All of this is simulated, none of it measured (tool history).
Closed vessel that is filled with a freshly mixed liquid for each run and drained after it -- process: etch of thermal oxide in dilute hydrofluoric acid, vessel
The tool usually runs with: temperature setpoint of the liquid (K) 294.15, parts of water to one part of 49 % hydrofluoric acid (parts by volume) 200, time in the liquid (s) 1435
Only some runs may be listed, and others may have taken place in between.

run     day  temperature setpoint of the liquid (K)  parts of water to one part of 49 % hydrofluoric acid (parts by volume)  time in the liquid (s)  wafers since the last listed run  hours since the thermometer was replaced  hours since the hydrofluoric acid flow meter was replaced  hours since the gauge calibration  read-back film thickness of the thermal oxide reference wafer, read on the same gauge (nm)  thickness taken off the thermal oxide on a monitor wafer (angstrom)
  1       0                                  294.15                                                                     200                    1435                                 0                                     914.9                                                       95.7                              377.3                                                                                      129.98                                                                261.5
  2   1.917                                  294.15                                                                     200                    1435                              1392                                     960.9                                                      141.7                              423.3                                                                                      129.99                                                                262.1
  3   4.412                                  294.15                                                                     260                    1435                              1813                                    1020.8                                                      201.6                              483.2                                                                                         130                                                                189.1
  4   5.679                                  294.15                                                                     200                    1435                               920                                    1051.2                                                        232                              513.6                                                                                      130.04                                                                262.3
  5   7.483                                  294.15                                                                     200                    1435                              1310                                    1094.5                                                      275.3                              556.9                                                                                      130.03                                                                261.8
  6   8.608                                  294.15                                                                     200                    1435                               817                                    1121.5                                                      302.3                              583.9                                                                                      129.96                                                                  261
  7  12.396                                  294.15                                                                     200                    1435                              2751                                    1212.4                                                      393.2                              674.8                                                                                         130                                                                259.4
  8  14.758                                  294.15                                                                     200                    1435                              1716                                    1269.1                                                      449.9                              731.5                                                                                      130.02                                                                259.6
  9  16.488                                  294.15                                                                     200                    1435                              1256                                    1310.6                                                      491.4                                773                                                                                      129.99                                                                260.2
 10  18.354                                  294.15                                                                     200                    1435                              1356                                    1355.4                                                      536.2                              817.8                                                                                      129.99                                                                259.2
 11  20.529                                  294.15                                                                     255                    1435                              1580                                    1407.6                                                      588.4                                870                                                                                      130.01                                                                191.7
     20.825  -- gauge calibrated
 12  21.604                                  291.65                                                                     170                     675                               781                                    1433.4                                                      614.2                               18.7                                                                                         130                                                                133.5
 13  23.042                                  290.65                                                                     200                    1435                              1044                                    1467.9                                                      648.7                               53.2                                                                                      129.97                                                                  226
 14  26.204                                  294.15                                                                     200                    1435                              2297                                    1543.8                                                      724.6                              129.1                                                                                      130.02                                                                  259
     27.067  -- hydrofluoric acid flow meter replaced
 15    27.8                                  294.15                                                                     200                    1435                              1129                                    1582.1                                                       17.6                              167.4                                                                                      130.03                                                                259.9
 16  30.388                                  298.65                                                                     105                     770                              1879                                    1644.2                                                       79.7                              229.5                                                                                      130.01                                                                348.7
     30.892  -- thermometer replaced
 17  32.775                                  290.15                                                                     200                     685                              1704                                      45.2                                                        137                              286.8                                                                                         130                                                                109.4
 18  35.096                                  294.15                                                                     255                    1435                              1686                                     100.9                                                      192.7                              342.5                                                                                      130.02                                                                198.6
 19  37.433                                  296.65                                                                     115                    1040                              1698                                       157                                                      248.8                              398.6                                                                                      130.02                                                                408.6
 20  40.367                                  290.15                                                                     145                    1810                              2131                                     227.4                                                      319.2                                469                                                                                      129.99                                                                  418

Consider 4 possible next runs. They are alternatives, not a sequence: every one starts from the tool as it was left by run 20. What does each give?
  A  40.408                                  294.15                                                                     200                    1435                                30                                     228.4                                                      320.2                                470                                                                                           ?                                                                    ?
  B  40.408                                  294.15                                                                     155                    1435                                30                                     228.4                                                      320.2                                470                                                                                           ?                                                                    ?
  C  40.408                                  296.65                                                                     155                    1980                                30                                     228.4                                                      320.2                                470                                                                                           ?                                                                    ?
  D  40.408                                  295.65                                                                     200                    1045                                30                                     228.4                                                      320.2                                470                                                                                           ?                                                                    ?

run  read-back film thickness of the thermal oxide reference wafer, read on the same gauge (nm)  thickness taken off the thermal oxide on a monitor wafer (angstrom)
  A                                                                                      130.01                                                                264.3
  B                                                                                      130.01                                                                357.1
  C                                                                                      130.01                                                                  543
  D                                                                                      130.01                                                                203.8
Without the tool's unlogged condition, the same runs would have read:
run  thickness taken off the thermal oxide on a monitor wafer (angstrom)
  A                                                                267.2
  B                                                                361.2
  C                                                                549.1
  D                                                                  206
